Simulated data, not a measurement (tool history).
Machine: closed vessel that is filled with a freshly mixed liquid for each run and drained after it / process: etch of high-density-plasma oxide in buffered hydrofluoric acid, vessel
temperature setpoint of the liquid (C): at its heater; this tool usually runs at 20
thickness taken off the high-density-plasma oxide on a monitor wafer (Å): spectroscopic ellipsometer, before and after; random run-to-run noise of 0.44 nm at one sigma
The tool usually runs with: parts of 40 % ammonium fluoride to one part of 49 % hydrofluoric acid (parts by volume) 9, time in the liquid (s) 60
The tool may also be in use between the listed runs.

run	hour	temperature setpoint of the liquid (C)	parts of 40 % ammonium fluoride to one part of 49 % hydrofluoric acid (parts by volume)	time in the liquid (s)	wafers since the last listed run	hours since the thermometer was replaced	hours since the hydrofluoric acid flow meter was replaced	hours since the gauge calibration	read-back film thickness of the high-density-plasma oxide reference wafer, read on the same gauge (nm)	thickness taken off the high-density-plasma oxide on a monitor wafer (Å)
1	0	20	9	70	0	799.3	436	529.6	130.01	1175.7
2	18.3	20	7	60	1797	817.6	454.3	547.9	130.04	1331.3
3	42.1	20	7	60	2337	841.4	478.1	571.7	130	1329.5
4	54.5	20	7	60	1218	853.8	490.5	584.1	130.01	1328.2
5	88.5	17	9	60	3339	887.8	524.5	618.1	129.98	851.9
6	114.1	17	9	60	2514	913.4	550.1	643.7	130	851.3
7	139.8	17	9	60	2524	939.1	575.8	669.4	130	855.7
8	158.7	20	9	60	1856	958	594.7	688.3	130.01	1009.3
9	171.6	20	9	50	1267	970.9	607.6	701.2	129.99	839.1
10	205.3	20	9	50	3310	1004.6	641.3	734.9	130.02	829.6
11	226.9	20	9	50	2121	1026.2	662.9	756.5	130.04	839.8
# hour 233.2: thermometer replaced
# hour 242.9: gauge calibrated
12	252.7	20	9	60	2436	19.5	688.7	9.8	129.99	1033.9
13	273	20	9	60	1994	39.8	709	30.1	130.02	1020.4
14	305.7	20	9	60	3212	72.5	741.7	62.8	130.06	1023.4
# hour 319.1: hydrofluoric acid flow meter replaced
15	325.1	20	6.5	50	1807	91.9	6	82.2	130.01	1192.6
16	349	22.5	12.5	75	2347	115.8	29.9	106.1	130.02	1106.3
17	363.2	24.5	7	90	1394	130	44.1	120.3	130.01	2589.8
18	398.4	20	9	60	3457	165.2	79.3	155.5	130.03	1037.3
19	410.7	20	9	50	1208	177.5	91.6	167.8	130.04	850.7
20	429.5	20	9	30	1846	196.3	110.4	186.6	130.05	508.3
21	447.8	22	12.5	30	1797	214.6	128.7	204.9	130	433
22	472.2	20	10	60	2396	239	153.1	229.3	130.01	963.3
23	493.6	20	9	60	2102	260.4	174.5	250.7	130.05	1020.7
24	506.2	20	9	60	1237	273	187.1	263.3	130	1023.9
25	522.9	21.5	9	30	1640	289.7	203.8	280	129.99	556.1
26	545.4	20	12	60	2210	312.2	226.3	302.5	130.01	799.5
27	578.5	17	8	35	3251	345.3	259.4	335.6	130	577.4
28	614.1	21.5	12	90	3497	380.9	295	371.2	130.02	1295.6

Each row is a separate what-if for the run after 28, all from the same tool condition, not one after another. Results?
A	614.8	20	9	60	68	381.6	295.7	371.9	?	?
B	614.8	20	11	60	68	381.6	295.7	371.9	?	?
C	614.8	17	8	60	68	381.6	295.7	371.9	?	?
D	614.8	17	6.5	90	68	381.6	295.7	371.9	?	?

run	read-back film thickness of the high-density-plasma oxide reference wafer, read on the same gauge (nm)	thickness taken off the high-density-plasma oxide on a monitor wafer (Å)
A	129.96	1023.3
B	129.96	872.7
C	129.96	981.2
D	129.96	1813.7
Without the tool's unlogged condition, the same runs would have read:
run	thickness taken off the high-density-plasma oxide on a monitor wafer (Å)
A	1039.5
B	886.5
C	997
D	1842.9
